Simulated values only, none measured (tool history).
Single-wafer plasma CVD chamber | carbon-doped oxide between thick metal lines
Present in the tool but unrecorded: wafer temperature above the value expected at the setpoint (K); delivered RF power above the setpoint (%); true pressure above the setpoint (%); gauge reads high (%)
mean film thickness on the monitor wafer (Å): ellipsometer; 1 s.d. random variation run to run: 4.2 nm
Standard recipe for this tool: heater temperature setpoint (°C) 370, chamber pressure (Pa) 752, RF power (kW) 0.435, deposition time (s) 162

run,hour,heater temperature setpoint (°C),chamber pressure (Pa),RF power (kW),deposition time (s),wafers since the last listed run,hours since the last thermocouple change,hours since the last RF generator calibration,hours since the last manometer calibration,hours since the showerhead was replaced,hours since the gauge calibration,"read-back reference wafer on the same gauge, thickness_nm",mean film thickness on the monitor wafer (Å)
1,0,370,752,0.475,162,0,1220.8,2154.9,566.9,4843.5,561.1,708.282,8020.56
2,13.1,370,752,0.435,162,105,1233.9,2168,580,4856.6,574.2,708.994,7527.28
# hour 14.5: gauge calibrated
3,30.3,370,752,0.435,162,138,1251.1,2185.2,597.2,4873.8,15.8,725.854,7733.35
4,47.7,370,752,0.435,162,140,1268.5,2202.6,614.6,4891.2,33.2,726.516,7623.01
5,67.8,370,752,0.435,162,162,1288.6,2222.7,634.7,4911.3,53.3,723.789,7718.37
6,84.3,370,752,0.435,162,133,1305.1,2239.2,651.2,4927.8,69.8,725.421,7684.85
# hour 103.9: thermocouple changed; heater temperature recalibrated
7,112.4,370,655,0.435,162,162,8.5,2267.3,679.3,4955.9,97.9,723.252,7445.15
# hour 131.2: RF generator calibrated
8,142.1,370,927,0.46,150,175,38.2,10.9,709,4985.6,127.6,722.955,7629.89
9,164.9,370,752,0.435,162,183,61,33.7,731.8,5008.4,150.4,722.353,7642.49
10,179.4,370,752,0.435,162,117,75.5,48.2,746.3,5022.9,164.9,721.538,7572.89
# hour 210.1: showerhead replaced
11,212.6,359,752,0.52,162,203,108.7,81.4,779.5,2.5,198.1,721.683,8832.18
12,225,382,857,0.435,162,100,121.1,93.8,791.9,14.9,210.5,721.841,7608.06
13,245.8,370,752,0.435,162,167,141.9,114.6,812.7,35.7,231.3,719.64,7656.61
14,279.8,370,696,0.435,140,274,175.9,148.6,846.7,69.7,265.3,718.174,6461.52
15,299.9,385,935,0.41,134,162,196,168.7,866.8,89.8,285.4,717.573,5952.23
16,332.9,382,892,0.435,188,266,229,201.7,899.8,122.8,318.4,717.419,8816.73
17,355.5,356,752,0.37,135,182,251.6,224.3,922.4,145.4,341,717.324,5767.03

The next listed run, before its measurement:
# hour 378: capacitance manometer re-zeroed and calibrated
18,378.5,359,876,0.46,149,121,274.6,247.3,0.5,168.4,364,?,?

read-back reference wafer on the same gauge, thickness_nm: 715.905
mean film thickness on the monitor wafer (Å): 7516.08
If the tool had no hidden condition, the same run with the same run-to-run variation would have returned mean film thickness on the monitor wafer (Å) 7608.26.
